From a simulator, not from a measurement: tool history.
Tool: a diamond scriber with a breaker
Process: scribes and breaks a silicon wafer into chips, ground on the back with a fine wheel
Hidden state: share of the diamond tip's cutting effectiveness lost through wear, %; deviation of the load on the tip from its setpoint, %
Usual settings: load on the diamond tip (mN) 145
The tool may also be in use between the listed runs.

run	hour	load on the diamond tip (mN)	wafers since the last listed run	hours since the diamond tip was replaced	hours since the load on the tip was calibrated	incoming depth of the damage left on the back of the incoming wafer, um	depth of the median crack under the scribed line (nm)	chips rejected at inspection after the break (%)
1	0.0	114	0	35.4	923.7	2.66	10780	13.54
2	93.9	177	149	129.3	1017.6	2.82	16320	24.53
3	139.3	177	72	174.7	1063.0	1.77	16190	27.15
4	208.8	177	110	244.2	1132.5	2.57	16200	29.20
5	308.4	167	158	343.8	1232.1	1.97	15790	22.28
6	361.4	167	84	396.8	1285.1	1.68	15910	21.81
7	443.0	115	129	478.4	1366.7	2.80	11840	5.47
8	499.9	115	90	535.3	1423.6	2.07	11560	4.39
# hour 510.8: diamond tip replaced by a new one
9	576.8	115	118	66.0	1500.5	1.73	11830	3.42
# hour 640.5: load on the tip recalibrated
10	644.4	175	104	133.6	3.9	2.25	14580	14.02
11	716.2	175	114	205.4	75.7	2.26	14670	11.66
12	791.3	175	119	280.5	150.8	2.72	14750	13.24
13	874.4	134	131	363.6	233.9	1.80	11700	3.33
14	977.6	120	163	466.8	337.1	1.79	10510	13.20
15	1112.2	120	213	601.4	471.7	2.50	10660	11.26
16	1201.3	145	141	690.5	560.8	2.36	12630	2.13
# hour 1237.4: diamond tip replaced by a new one
17	1304.2	174	160	66.8	663.7	2.41	15240	14.10
18	1398.0	102	148	160.6	757.5	2.07	8890	34.08
19	1466.0	145	108	228.6	825.5	1.66	13080	2.59
20	1528.7	180	99	291.3	888.2	2.45	15950	23.71
21	1631.2	145	162	393.8	990.7	2.00	13180	3.44
22	1721.3	162	143	483.9	1080.8	2.01	14730	14.19
23	1789.8	145	108	552.4	1149.3	2.75	14130	5.87
# hour 1796.4: diamond tip replaced by a new one
# hour 1883.9: load on the tip recalibrated
24	1892.0	170	155	95.6	8.1	1.98	14920	9.62
25	1977.1	166	135	180.7	93.2	2.86	13960	8.56
26	2056.8	158	126	260.4	172.9	2.60	13640	5.03
27	2114.7	128	91	318.3	230.8	2.11	11480	6.32
28	2196.4	168	129	400.0	312.5	2.98	14750	9.58
29	2302.1	183	167	505.7	418.2	2.69	16160	21.04
30	2355.4	185	84	559.0	471.5	2.42	16110	21.08
# hour 2436.5: diamond tip replaced by a new one
31	2437.0	125	126	0.5	553.1	2.47	11190	7.86
32	2536.5	106	158	100.0	652.6	1.59	9460	27.73

Forecast each of these 4 alternatives for the next run:
A	2537.2	187	1	100.7	653.3	2.86	?	?
B	2537.2	184	1	100.7	653.3	2.86	?	?
C	2537.2	157	1	100.7	653.3	2.86	?	?
D	2537.2	110	1	100.7	653.3	2.86	?	?

run	depth of the median crack under the scribed line (nm)	chips rejected at inspection after the break (%)
A	16990	22.62
B	16760	20.71
C	14560	5.82
D	10250	20.94
Without the tool's hidden state the same runs would have given:
run	depth of the median crack under the scribed line (nm)	chips rejected at inspection after the break (%)
A	16410	17.93
B	16180	16.18
C	14060	3.77
D	9900	25.88

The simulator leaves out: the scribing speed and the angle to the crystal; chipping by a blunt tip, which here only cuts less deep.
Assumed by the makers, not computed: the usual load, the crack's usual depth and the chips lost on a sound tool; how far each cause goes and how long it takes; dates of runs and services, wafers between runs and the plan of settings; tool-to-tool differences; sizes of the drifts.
